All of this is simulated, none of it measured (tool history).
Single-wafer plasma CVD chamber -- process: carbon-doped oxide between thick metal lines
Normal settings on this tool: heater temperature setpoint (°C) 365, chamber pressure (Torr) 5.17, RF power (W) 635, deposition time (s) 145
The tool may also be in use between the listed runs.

| run | hour | heater temperature setpoint (°C) | chamber pressure (Torr) | RF power (W) | deposition time (s) | wafers since the last listed run | hours since the last thermocouple change | hours since the last RF generator calibration | hours since the last manometer calibration | hours since the showerhead was replaced | hours since the gauge calibration | read-back reference wafer on the same gauge, thickness_nm | mean film thickness on the monitor wafer (angstrom) |
|---|---|---|---|---|---|---|---|---|---|---|---|---|---|
| 1 | 0 | 365 | 5.17 | 635 | 145 | 0 | 1956.8 | 1164.1 | 584.6 | 6060.9 | 1393.3 | 971.363 | 8306.71 |
| 2 | 33 | 365 | 5.17 | 635 | 145 | 333 | 1989.8 | 1197.1 | 617.6 | 6093.9 | 1426.3 | 972.29 | 8298.23 |
| 3 | 102.9 | 365 | 5.17 | 635 | 145 | 706 | 2059.7 | 1267 | 687.5 | 6163.8 | 1496.2 | 972.421 | 8317.44 |
|  | 116.8 | showerhead replaced |
| 4 | 139.9 | 365 | 5.17 | 635 | 145 | 293 | 2096.7 | 1304 | 724.5 | 23.1 | 1533.2 | 971.487 | 8325.39 |
| 5 | 268.9 | 365 | 4.36 | 675 | 145 | 1303 | 2225.7 | 1433 | 853.5 | 152.1 | 1662.2 | 971.96 | 8451.16 |
|  | 288.7 | capacitance manometer re-zeroed and calibrated |
| 6 | 298.7 | 365 | 5.17 | 635 | 145 | 220 | 2255.5 | 1462.8 | 10 | 181.9 | 1692 | 972.583 | 8202.93 |
| 7 | 326.8 | 365 | 5.17 | 635 | 145 | 284 | 2283.6 | 1490.9 | 38.1 | 210 | 1720.1 | 971.958 | 8208.67 |
|  | 348.5 | gauge calibrated |
| 8 | 364.2 | 365 | 5.17 | 635 | 145 | 378 | 2321 | 1528.3 | 75.5 | 247.4 | 15.7 | 971.988 | 8215.9 |
| 9 | 411.7 | 365 | 5.17 | 635 | 145 | 480 | 2368.5 | 1575.8 | 123 | 294.9 | 63.2 | 972.233 | 8258.55 |
| 10 | 562 | 365 | 5.17 | 635 | 145 | 1519 | 2518.8 | 1726.1 | 273.3 | 445.2 | 213.5 | 971.824 | 8227.48 |
| 11 | 588.1 | 376 | 6.44 | 560 | 125 | 263 | 2544.9 | 1752.2 | 299.4 | 471.3 | 239.6 | 972.161 | 6509.9 |
|  | 751.1 | RF generator calibrated |
| 12 | 758.1 | 365 | 5.17 | 635 | 145 | 1637 | 2714.9 | 7 | 469.4 | 641.3 | 409.6 | 972.172 | 8424.16 |
| 13 | 950.9 | 358 | 5.17 | 635 | 145 | 1948 | 2907.7 | 199.8 | 662.2 | 834.1 | 602.4 | 971.73 | 8551.54 |
|  | 976.5 | thermocouple changed; heater temperature recalibrated |
| 14 | 1010.1 | 365 | 5.17 | 550 | 145 | 517 | 33.6 | 259 | 721.4 | 893.3 | 661.6 | 972.221 | 7585.29 |
| 15 | 1067.4 | 365 | 5.17 | 635 | 131 | 579 | 90.9 | 316.3 | 778.7 | 950.6 | 718.9 | 972.444 | 7569.79 |
| 16 | 1093.3 | 365 | 4.11 | 635 | 145 | 261 | 116.8 | 342.2 | 804.6 | 976.5 | 744.8 | 972.399 | 8052.93 |
| 17 | 1135.9 | 360 | 6.37 | 560 | 145 | 430 | 159.4 | 384.8 | 847.2 | 1019.1 | 787.4 | 972.112 | 7980.69 |
| 18 | 1193.8 | 365 | 6.42 | 635 | 137 | 585 | 217.3 | 442.7 | 905.1 | 1077 | 845.3 | 972.809 | 8103.18 |
|  | 1222.8 | capacitance manometer re-zeroed and calibrated |
| 19 | 1223.3 | 365 | 5.17 | 635 | 145 | 217 | 246.8 | 472.2 | 0.5 | 1106.5 | 874.8 | 972.377 | 8260.57 |
| 20 | 1290.1 | 365 | 4.35 | 745 | 145 | 675 | 313.6 | 539 | 67.3 | 1173.3 | 941.6 | 973.37 | 8934.25 |
| 21 | 1344.6 | 359 | 5.17 | 530 | 121 | 550 | 368.1 | 593.5 | 121.8 | 1227.8 | 996.1 | 972.08 | 6205.2 |
| 22 | 1384.8 | 365 | 5.17 | 635 | 145 | 406 | 408.3 | 633.7 | 162 | 1268 | 1036.3 | 971.686 | 8298.96 |
| 23 | 1423.7 | 365 | 5.17 | 635 | 145 | 393 | 447.2 | 672.6 | 200.9 | 1306.9 | 1075.2 | 972.467 | 8333.13 |
| 24 | 1480.6 | 378 | 4.01 | 635 | 137 | 575 | 504.1 | 729.5 | 257.8 | 1363.8 | 1132.1 | 972.568 | 7310.35 |
| 25 | 1551.3 | 370 | 5.17 | 675 | 145 | 714 | 574.8 | 800.2 | 328.5 | 1434.5 | 1202.8 | 972.569 | 8553.98 |
| 26 | 1595.4 | 365 | 5.17 | 635 | 145 | 445 | 618.9 | 844.3 | 372.6 | 1478.6 | 1246.9 | 972.138 | 8347.36 |
| 27 | 1660.4 | 365 | 5.17 | 635 | 145 | 657 | 683.9 | 909.3 | 437.6 | 1543.6 | 1311.9 | 971.836 | 8302.92 |
| 28 | 1720.7 | 365 | 5.17 | 635 | 145 | 609 | 744.2 | 969.6 | 497.9 | 1603.9 | 1372.2 | 972.175 | 8329.21 |
| 29 | 1786.5 | 365 | 5.84 | 635 | 145 | 665 | 810 | 1035.4 | 563.7 | 1669.7 | 1438 | 972.544 | 8467.7 |

Predict each of these 3 candidate next runs independently; none follows another, all start after run 29:
| A | 1786.9 | 365 | 5.17 | 635 | 145 | 4 | 810.4 | 1035.8 | 564.1 | 1670.1 | 1438.4 | ? | ? |
| B | 1786.9 | 365 | 5.17 | 600 | 145 | 4 | 810.4 | 1035.8 | 564.1 | 1670.1 | 1438.4 | ? | ? |
| C | 1786.9 | 373 | 5.83 | 635 | 137 | 4 | 810.4 | 1035.8 | 564.1 | 1670.1 | 1438.4 | ? | ? |

| run | read-back reference wafer on the same gauge, thickness_nm | mean film thickness on the monitor wafer (angstrom) |
|---|---|---|
| A | 971.972 | 8320.08 |
| B | 971.972 | 8002.73 |
| C | 971.972 | 7830.51 |
Stripped of hidden state, with their random variation kept, the same runs would have yielded:
| run | mean film thickness on the monitor wafer (angstrom) |
|---|---|
| A | 8374.84 |
| B | 8055.4 |
| C | 7899.79 |

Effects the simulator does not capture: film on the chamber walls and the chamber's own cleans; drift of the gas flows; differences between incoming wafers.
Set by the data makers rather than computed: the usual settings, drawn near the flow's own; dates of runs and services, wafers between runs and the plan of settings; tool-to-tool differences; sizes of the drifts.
